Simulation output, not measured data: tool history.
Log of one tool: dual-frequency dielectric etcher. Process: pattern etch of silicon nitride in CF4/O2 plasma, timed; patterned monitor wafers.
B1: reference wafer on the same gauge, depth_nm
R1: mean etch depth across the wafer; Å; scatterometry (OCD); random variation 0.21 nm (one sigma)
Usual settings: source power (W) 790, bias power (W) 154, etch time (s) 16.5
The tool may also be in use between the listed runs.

{"run": 1, "day": 0.0, "source power (W)": 790, "bias power (W)": 184, "etch time (s)": 16.5, "B1": 50.84, "R1": 466.2}
{"run": 2, "day": 1.875, "source power (W)": 790, "bias power (W)": 184, "etch time (s)": 16.5, "B1": 50.78, "R1": 471.2}
{"run": 3, "day": 4.471, "source power (W)": 790, "bias power (W)": 184, "etch time (s)": 16.5, "B1": 50.85, "R1": 467.9}
{"run": 4, "day": 8.483, "source power (W)": 790, "bias power (W)": 154, "etch time (s)": 16.5, "B1": 50.72, "R1": 437.2}
{"run": 5, "day": 10.779, "source power (W)": 790, "bias power (W)": 154, "etch time (s)": 16.5, "B1": 50.8, "R1": 439.0}
{"day": 11.85, "done": "bias power generator calibrated"}
{"day": 12.625, "done": "wet clean of the chamber"}
{"run": 6, "day": 12.646, "source power (W)": 790, "bias power (W)": 154, "etch time (s)": 16.5, "B1": 50.8, "R1": 446.1}
{"day": 13.888, "done": "upper electrode replaced, of another model than before"}
{"run": 7, "day": 14.475, "source power (W)": 790, "bias power (W)": 192, "etch time (s)": 21.5, "B1": 50.82, "R1": 667.3}
{"run": 8, "day": 16.3, "source power (W)": 790, "bias power (W)": 154, "etch time (s)": 16.5, "B1": 50.79, "R1": 439.5}
{"run": 9, "day": 18.929, "source power (W)": 790, "bias power (W)": 154, "etch time (s)": 16.5, "B1": 50.75, "R1": 440.3}
{"day": 20.596, "done": "gauge calibrated"}
{"run": 10, "day": 25.588, "source power (W)": 900, "bias power (W)": 184, "etch time (s)": 12.0, "B1": 50.78, "R1": 395.7}
{"run": 11, "day": 28.521, "source power (W)": 790, "bias power (W)": 154, "etch time (s)": 15.0, "B1": 50.77, "R1": 399.7}
{"run": 12, "day": 33.771, "source power (W)": 790, "bias power (W)": 154, "etch time (s)": 16.5, "B1": 50.78, "R1": 442.2}
{"run": 13, "day": 35.4, "source power (W)": 730, "bias power (W)": 167, "etch time (s)": 18.0, "B1": 50.86, "R1": 486.0}
{"day": 38.446, "done": "wet clean of the chamber"}
{"run": 14, "day": 38.467, "source power (W)": 790, "bias power (W)": 191, "etch time (s)": 16.5, "B1": 50.78, "R1": 510.9}
{"run": 15, "day": 40.029, "source power (W)": 790, "bias power (W)": 116, "etch time (s)": 16.5, "B1": 50.79, "R1": 358.1}
{"day": 41.471, "done": "source power generator calibrated"}
{"run": 16, "day": 42.025, "source power (W)": 950, "bias power (W)": 154, "etch time (s)": 20.5, "B1": 50.72, "R1": 621.8}
{"run": 17, "day": 44.012, "source power (W)": 790, "bias power (W)": 154, "etch time (s)": 16.5, "B1": 50.81, "R1": 441.1}
{"run": 18, "day": 45.396, "source power (W)": 790, "bias power (W)": 181, "etch time (s)": 14.0, "B1": 50.86, "R1": 418.0}
{"run": 19, "day": 47.675, "source power (W)": 790, "bias power (W)": 154, "etch time (s)": 16.5, "B1": 50.76, "R1": 438.9}
{"run": 20, "day": 48.771, "source power (W)": 790, "bias power (W)": 154, "etch time (s)": 16.5, "B1": 50.84, "R1": 435.2}
{"run": 21, "day": 50.229, "source power (W)": 620, "bias power (W)": 154, "etch time (s)": 18.0, "B1": 50.8, "R1": 406.4}
{"run": 22, "day": 52.646, "source power (W)": 790, "bias power (W)": 154, "etch time (s)": 19.5, "B1": 50.81, "R1": 517.6}
{"run": 23, "day": 54.988, "source power (W)": 790, "bias power (W)": 154, "etch time (s)": 16.5, "B1": 50.83, "R1": 436.6}
{"run": 24, "day": 56.796, "source power (W)": 710, "bias power (W)": 154, "etch time (s)": 13.5, "B1": 50.8, "R1": 332.6}
{"run": 25, "day": 59.225, "source power (W)": 680, "bias power (W)": 154, "etch time (s)": 19.5, "B1": 50.8, "R1": 468.0}
{"day": 62.046, "done": "wet clean of the chamber"}
{"run": 26, "day": 62.067, "source power (W)": 790, "bias power (W)": 154, "etch time (s)": 13.5, "B1": 50.82, "R1": 357.8}
{"run": 27, "day": 62.788, "source power (W)": 910, "bias power (W)": 125, "etch time (s)": 20.0, "B1": 50.8, "R1": 502.2}
{"run": 28, "day": 65.525, "source power (W)": 930, "bias power (W)": 192, "etch time (s)": 16.5, "B1": 50.81, "R1": 564.6}
{"run": 29, "day": 66.762, "source power (W)": 620, "bias power (W)": 176, "etch time (s)": 14.5, "B1": 50.78, "R1": 358.6}

The same runs without the tool's hidden state, with the same run-to-run variation:
The hidden state here: etch rate over this chamber's usual, %; source power that arrives over what is set, %; bias power that arrives over what is set, %; gauge reads high (%).
run=1 R1=472.4
run=2 R1=477.7
run=3 R1=474.7
run=4 R1=443.7
run=5 R1=445.7
run=6 R1=445.8
run=7 R1=667.1
run=8 R1=439.7
run=9 R1=440.9
run=10 R1=397.4
run=11 R1=401.8
run=12 R1=445.4
run=13 R1=490.0
run=14 R1=515.9
run=15 R1=361.1
run=16 R1=628.3
run=17 R1=446.1
run=18 R1=423.3
run=19 R1=444.5
run=20 R1=441.0
run=21 R1=412.1
run=22 R1=525.3
run=23 R1=443.5
run=24 R1=338.1
run=25 R1=476.3
run=26 R1=364.5
run=27 R1=510.7
run=28 R1=576.7
run=29 R1=366.4
